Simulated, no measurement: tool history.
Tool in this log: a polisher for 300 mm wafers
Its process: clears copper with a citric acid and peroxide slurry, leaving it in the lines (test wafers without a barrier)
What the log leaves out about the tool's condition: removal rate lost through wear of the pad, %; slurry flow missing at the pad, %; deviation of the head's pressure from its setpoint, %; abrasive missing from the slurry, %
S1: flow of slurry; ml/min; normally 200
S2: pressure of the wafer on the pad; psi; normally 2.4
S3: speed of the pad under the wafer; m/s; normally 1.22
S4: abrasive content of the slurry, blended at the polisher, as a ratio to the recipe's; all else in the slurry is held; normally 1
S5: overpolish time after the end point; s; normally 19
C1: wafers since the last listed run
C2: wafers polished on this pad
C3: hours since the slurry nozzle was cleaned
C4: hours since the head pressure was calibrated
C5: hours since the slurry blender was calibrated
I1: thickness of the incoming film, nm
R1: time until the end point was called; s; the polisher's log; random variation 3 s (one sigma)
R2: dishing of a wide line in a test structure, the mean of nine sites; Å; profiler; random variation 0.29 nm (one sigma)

{"run": 1, "day": 0.0, "S1": 200, "S2": 2.4, "S3": 1.22, "S4": 1.1, "S5": 19, "C1": 0, "C2": 891, "C3": 192.4, "C4": 447.1, "C5": 206.2, "I1": 358.7, "R1": 154.9, "R2": 172}
{"run": 2, "day": 1.458, "S1": 200, "S2": 2.4, "S3": 1.22, "S4": 1.1, "S5": 19, "C1": 185, "C2": 1076, "C3": 227.4, "C4": 482.1, "C5": 241.2, "I1": 363.6, "R1": 157.8, "R2": 164}
{"day": 1.812, "done": "worn pad replaced by a new one"}
{"run": 3, "day": 2.654, "S1": 200, "S2": 2.4, "S3": 1.22, "S4": 1, "S5": 19, "C1": 130, "C2": 106, "C3": 256.1, "C4": 510.8, "C5": 269.9, "I1": 354.5, "R1": 159.5, "R2": 165}
{"run": 4, "day": 3.854, "S1": 200, "S2": 2.4, "S3": 1.22, "S4": 1, "S5": 19, "C1": 152, "C2": 258, "C3": 284.9, "C4": 539.6, "C5": 298.7, "I1": 354.5, "R1": 153.2, "R2": 164}
{"run": 5, "day": 4.692, "S1": 200, "S2": 2.4, "S3": 1.22, "S4": 1, "S5": 19, "C1": 106, "C2": 365, "C3": 305, "C4": 559.7, "C5": 318.8, "I1": 357.9, "R1": 159, "R2": 159}
{"day": 5.008, "done": "slurry blender recalibrated"}
{"run": 6, "day": 6.15, "S1": 200, "S2": 2.4, "S3": 1.22, "S4": 1, "S5": 19, "C1": 174, "C2": 539, "C3": 340, "C4": 594.7, "C5": 27.4, "I1": 360.7, "R1": 153.2, "R2": 166}
{"run": 7, "day": 6.779, "S1": 200, "S2": 2.4, "S3": 1.22, "S4": 1, "S5": 19, "C1": 79, "C2": 619, "C3": 355.1, "C4": 609.8, "C5": 42.5, "I1": 362.3, "R1": 153.1, "R2": 171}
{"run": 8, "day": 7.729, "S1": 200, "S2": 2.4, "S3": 1.22, "S4": 1, "S5": 19, "C1": 120, "C2": 739, "C3": 377.9, "C4": 632.6, "C5": 65.3, "I1": 366, "R1": 156.2, "R2": 163}
{"day": 7.992, "done": "head pressure recalibrated"}
{"run": 9, "day": 9.133, "S1": 200, "S2": 2.4, "S3": 1.22, "S4": 1, "S5": 19, "C1": 167, "C2": 907, "C3": 411.6, "C4": 27.4, "C5": 99, "I1": 363.3, "R1": 170.1, "R2": 161}
{"run": 10, "day": 10.121, "S1": 200, "S2": 2.4, "S3": 1.46, "S4": 1, "S5": 19, "C1": 125, "C2": 1032, "C3": 435.3, "C4": 51.1, "C5": 122.7, "I1": 359.8, "R1": 138.9, "R2": 167}
{"day": 10.658, "done": "worn pad replaced by a new one"}
{"run": 11, "day": 10.679, "S1": 200, "S2": 2.6, "S3": 1.5, "S4": 1, "S5": 19, "C1": 49, "C2": 2, "C3": 448.7, "C4": 64.5, "C5": 136.1, "I1": 354.2, "R1": 127.2, "R2": 173}
{"run": 12, "day": 11.783, "S1": 200, "S2": 2.4, "S3": 1.22, "S4": 1, "S5": 19, "C1": 140, "C2": 142, "C3": 475.2, "C4": 91, "C5": 162.6, "I1": 364.9, "R1": 170.8, "R2": 163}
{"run": 13, "day": 13.208, "S1": 200, "S2": 2.4, "S3": 1.22, "S4": 1, "S5": 23, "C1": 180, "C2": 323, "C3": 509.4, "C4": 125.2, "C5": 196.8, "I1": 355.9, "R1": 159, "R2": 172}
{"run": 14, "day": 14.079, "S1": 130, "S2": 2.4, "S3": 1.22, "S4": 1, "S5": 24, "C1": 110, "C2": 433, "C3": 530.3, "C4": 146.1, "C5": 217.7, "I1": 358, "R1": 170.8, "R2": 173}
{"run": 15, "day": 14.725, "S1": 200, "S2": 2.4, "S3": 1.22, "S4": 1, "S5": 9, "C1": 81, "C2": 515, "C3": 545.8, "C4": 161.6, "C5": 233.2, "I1": 360.8, "R1": 165.2, "R2": 110}
{"day": 15.754, "done": "slurry nozzle cleaned"}
{"run": 16, "day": 16.142, "S1": 200, "S2": 2.4, "S3": 1.22, "S4": 1, "S5": 19, "C1": 174, "C2": 690, "C3": 9.3, "C4": 195.6, "C5": 267.2, "I1": 356.8, "R1": 165.1, "R2": 162}
{"run": 17, "day": 17.079, "S1": 130, "S2": 2.4, "S3": 1.4, "S4": 1, "S5": 19, "C1": 118, "C2": 809, "C3": 31.8, "C4": 218.1, "C5": 289.7, "I1": 361.5, "R1": 152.7, "R2": 164}
{"run": 18, "day": 18.154, "S1": 240, "S2": 2.4, "S3": 1.22, "S4": 1.15, "S5": 19, "C1": 136, "C2": 945, "C3": 57.6, "C4": 243.9, "C5": 315.5, "I1": 358.5, "R1": 154.9, "R2": 166}
{"day": 18.654, "done": "slurry blender recalibrated"}
{"run": 19, "day": 18.988, "S1": 200, "S2": 2.4, "S3": 1.22, "S4": 1, "S5": 19, "C1": 95, "C2": 1040, "C3": 77.6, "C4": 263.9, "C5": 8, "I1": 358.7, "R1": 163.3, "R2": 163}
{"run": 20, "day": 20.012, "S1": 200, "S2": 2.4, "S3": 1.22, "S4": 1, "S5": 19, "C1": 130, "C2": 1170, "C3": 102.2, "C4": 288.5, "C5": 32.6, "I1": 362.7, "R1": 167.4, "R2": 167}
{"day": 21.0, "done": "worn pad replaced by a new one"}
{"run": 21, "day": 21.171, "S1": 200, "S2": 2.4, "S3": 1.5, "S4": 1.25, "S5": 19, "C1": 125, "C2": 21, "C3": 130, "C4": 316.3, "C5": 60.4, "I1": 368, "R1": 123.1, "R2": 173}
{"run": 22, "day": 22.358, "S1": 255, "S2": 1.8, "S3": 1.22, "S4": 1, "S5": 13, "C1": 150, "C2": 172, "C3": 158.5, "C4": 344.8, "C5": 88.9, "I1": 354.3, "R1": 187.5, "R2": 131}
{"run": 23, "day": 23.379, "S1": 240, "S2": 2.4, "S3": 1.22, "S4": 1, "S5": 23, "C1": 129, "C2": 301, "C3": 183, "C4": 369.3, "C5": 113.4, "I1": 360.1, "R1": 157.9, "R2": 171}
{"run": 24, "day": 24.138, "S1": 240, "S2": 2.4, "S3": 1.22, "S4": 1.15, "S5": 19, "C1": 96, "C2": 397, "C3": 201.2, "C4": 387.5, "C5": 131.6, "I1": 358.9, "R1": 149.6, "R2": 166}
{"run": 25, "day": 24.883, "S1": 260, "S2": 3, "S3": 1.46, "S4": 1.1, "S5": 19, "C1": 94, "C2": 492, "C3": 219.1, "C4": 405.4, "C5": 149.5, "I1": 356.7, "R1": 106, "R2": 176}

For each run, what was the tool's unlogged condition?
removal rate lost through wear of the pad, %: 0 on each run
slurry flow missing at the pad, %: 0 on each run
abrasive missing from the slurry, %: 0 on each run
H1: deviation of the head's pressure from its setpoint, %
run=1 H1=4.73
run=2 H1=5.7
run=3 H1=6.56
run=4 H1=7.47
run=5 H1=8.13
run=6 H1=9.34
run=7 H1=9.89
run=8 H1=10.7
run=9 H1=-2.28
run=10 H1=-2.23
run=11 H1=-2.18
run=12 H1=-2.06
run=13 H1=-1.84
run=14 H1=-1.67
run=15 H1=-1.52
run=16 H1=-1.16
run=17 H1=-0.879
run=18 H1=-0.522
run=19 H1=-0.217
run=20 H1=0.191
run=21 H1=0.695
run=22 H1=1.26
run=23 H1=1.78
run=24 H1=2.2
run=25 H1=2.62

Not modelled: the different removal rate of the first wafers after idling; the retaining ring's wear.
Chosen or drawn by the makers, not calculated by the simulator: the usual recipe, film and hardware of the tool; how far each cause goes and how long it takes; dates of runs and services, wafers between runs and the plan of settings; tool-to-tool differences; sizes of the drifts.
